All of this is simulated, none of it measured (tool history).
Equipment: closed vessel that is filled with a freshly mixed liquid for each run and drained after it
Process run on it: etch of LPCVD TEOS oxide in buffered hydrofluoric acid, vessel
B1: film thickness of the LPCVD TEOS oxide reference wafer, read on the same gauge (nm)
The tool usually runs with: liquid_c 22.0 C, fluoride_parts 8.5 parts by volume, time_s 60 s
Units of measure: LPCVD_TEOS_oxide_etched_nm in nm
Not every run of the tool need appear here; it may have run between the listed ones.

Run 1, day 0.000: usual settings but time_s 75 s; B1 110.00. Result: LPCVD_TEOS_oxide_etched_nm 129.08 nm.
Run 2, day 0.375: usual settings but time_s 75 s; B1 109.98. Result: LPCVD_TEOS_oxide_etched_nm 129.98 nm.
Run 3, day 0.629: usual settings but time_s 75 s; B1 109.98. Result: LPCVD_TEOS_oxide_etched_nm 129.84 nm.
Run 4, day 1.142: usual settings but liquid_c 24.5 C; B1 110.00. Result: LPCVD_TEOS_oxide_etched_nm 120.40 nm.
Run 5, day 1.846: usual settings but liquid_c 24.5 C; B1 110.00. Result: LPCVD_TEOS_oxide_etched_nm 121.68 nm.
Run 6, day 3.588: usual settings; B1 109.99. Result: LPCVD_TEOS_oxide_etched_nm 105.47 nm.
Run 7, day 4.217: usual settings; B1 110.01. Result: LPCVD_TEOS_oxide_etched_nm 104.07 nm.
Run 8, day 4.746: usual settings; B1 110.00. Result: LPCVD_TEOS_oxide_etched_nm 105.49 nm.
Run 9, day 6.804: usual settings; B1 109.98. Result: LPCVD_TEOS_oxide_etched_nm 106.68 nm.
At day 7.417: hydrofluoric acid flow meter replaced.
Run 10, day 7.500: usual settings; B1 110.02. Result: LPCVD_TEOS_oxide_etched_nm 110.39 nm.
Run 11, day 7.850: usual settings; B1 109.98. Result: LPCVD_TEOS_oxide_etched_nm 110.29 nm.
Run 12, day 8.504: usual settings; B1 110.02. Result: LPCVD_TEOS_oxide_etched_nm 111.68 nm.
Run 13, day 8.788: usual settings; B1 110.01. Result: LPCVD_TEOS_oxide_etched_nm 113.54 nm.
Run 14, day 9.496: usual settings but time_s 90 s; B1 109.99. Result: LPCVD_TEOS_oxide_etched_nm 169.57 nm.
At day 9.696: hydrofluoric acid flow meter replaced, repeated, since the last time left the tool worse.
Run 15, day 9.846: usual settings; B1 109.98. Result: LPCVD_TEOS_oxide_etched_nm 98.57 nm.
Run 16, day 10.529: usual settings; B1 110.01. Result: LPCVD_TEOS_oxide_etched_nm 96.99 nm.
At day 10.717: thermometer replaced.
Run 17, day 11.196: usual settings; B1 110.00. Result: LPCVD_TEOS_oxide_etched_nm 99.39 nm.
At day 11.600: gauge calibrated.
Run 18, day 11.646: usual settings; B1 109.97. Result: LPCVD_TEOS_oxide_etched_nm 99.79 nm.
Run 19, day 12.021: usual settings but liquid_c 18.0 C, fluoride_parts 10.0 parts by volume, time_s 90 s; B1 110.01. Result: LPCVD_TEOS_oxide_etched_nm 102.25 nm.
Run 20, day 12.758: usual settings but liquid_c 24.5 C, fluoride_parts 7.5 parts by volume, time_s 40 s; B1 110.02. Result: LPCVD_TEOS_oxide_etched_nm 86.15 nm.
Run 21, day 13.112: usual settings but liquid_c 18.5 C; B1 109.99. Result: LPCVD_TEOS_oxide_etched_nm 83.31 nm.
Run 22, day 13.517: usual settings; B1 110.01. Result: LPCVD_TEOS_oxide_etched_nm 99.21 nm.
Run 23, day 14.225: usual settings but fluoride_parts 10.0 parts by volume; B1 109.99. Result: LPCVD_TEOS_oxide_etched_nm 86.93 nm.
Run 24, day 14.692: usual settings but liquid_c 24.0 C; B1 110.01. Result: LPCVD_TEOS_oxide_etched_nm 110.39 nm.
Run 25, day 14.958: usual settings but fluoride_parts 10.5 parts by volume, time_s 85 s; B1 109.99. Result: LPCVD_TEOS_oxide_etched_nm 119.29 nm.
Run 26, day 15.296: usual settings but liquid_c 25.0 C, time_s 70 s; B1 110.01. Result: LPCVD_TEOS_oxide_etched_nm 138.02 nm.
Run 27, day 15.696: usual settings but liquid_c 26.5 C, fluoride_parts 9.5 parts by volume, time_s 45 s; B1 110.00. Result: LPCVD_TEOS_oxide_etched_nm 86.24 nm.
Run 28, day 16.242: usual settings; B1 110.01. Result: LPCVD_TEOS_oxide_etched_nm 99.81 nm.
Run 29, day 16.758: usual settings but liquid_c 23.5 C, fluoride_parts 12.0 parts by volume, time_s 70 s; B1 110.00. Result: LPCVD_TEOS_oxide_etched_nm 91.30 nm.
Run 30, day 17.229: usual settings but fluoride_parts 7.5 parts by volume, time_s 40 s; B1 110.01. Result: LPCVD_TEOS_oxide_etched_nm 77.61 nm.
Run 31, day 17.767: usual settings but liquid_c 27.0 C, fluoride_parts 7.0 parts by volume, time_s 40 s; B1 109.99. Result: LPCVD_TEOS_oxide_etched_nm 107.16 nm.
Run 32, day 18.121: usual settings but liquid_c 25.0 C, fluoride_parts 10.5 parts by volume, time_s 40 s; B1 110.00. Result: LPCVD_TEOS_oxide_etched_nm 65.45 nm.

Below, some changes in LPCVD_TEOS_oxide_etched_nm between adjacent runs. For each, the amount present without the hidden state too (settings, incoming material, random variation) and the amount remaining for the hidden state with gauge scatter not shared by both compared results:
Hidden conditions of the tool in this case: liquid colder than its thermometer reads (K); hydrofluoric acid flow above the setpoint (%); gauge reads high (%).
Run 9 -> 10: hydrofluoric acid flow meter replaced. LPCVD_TEOS_oxide_etched_nm +3.71 nm: hidden state +5.69, all else -1.98.
Run 13 -> 14: time_s 60 -> 90. LPCVD_TEOS_oxide_etched_nm +56.03 nm: hidden state +8.05, all else +47.98.
Run 14 -> 15: time_s 90 -> 60, hydrofluoric acid flow meter replaced, repeated, since the last time left the tool worse. LPCVD_TEOS_oxide_etched_nm -71.00 nm: hidden state -22.79, all else -48.21.
Run 26 -> 27: liquid_c 25.0 -> 26.5, fluoride_parts 8.5 -> 9.5, time_s 70 -> 45. LPCVD_TEOS_oxide_etched_nm -51.78 nm: hidden state -2.43, all else -49.35.
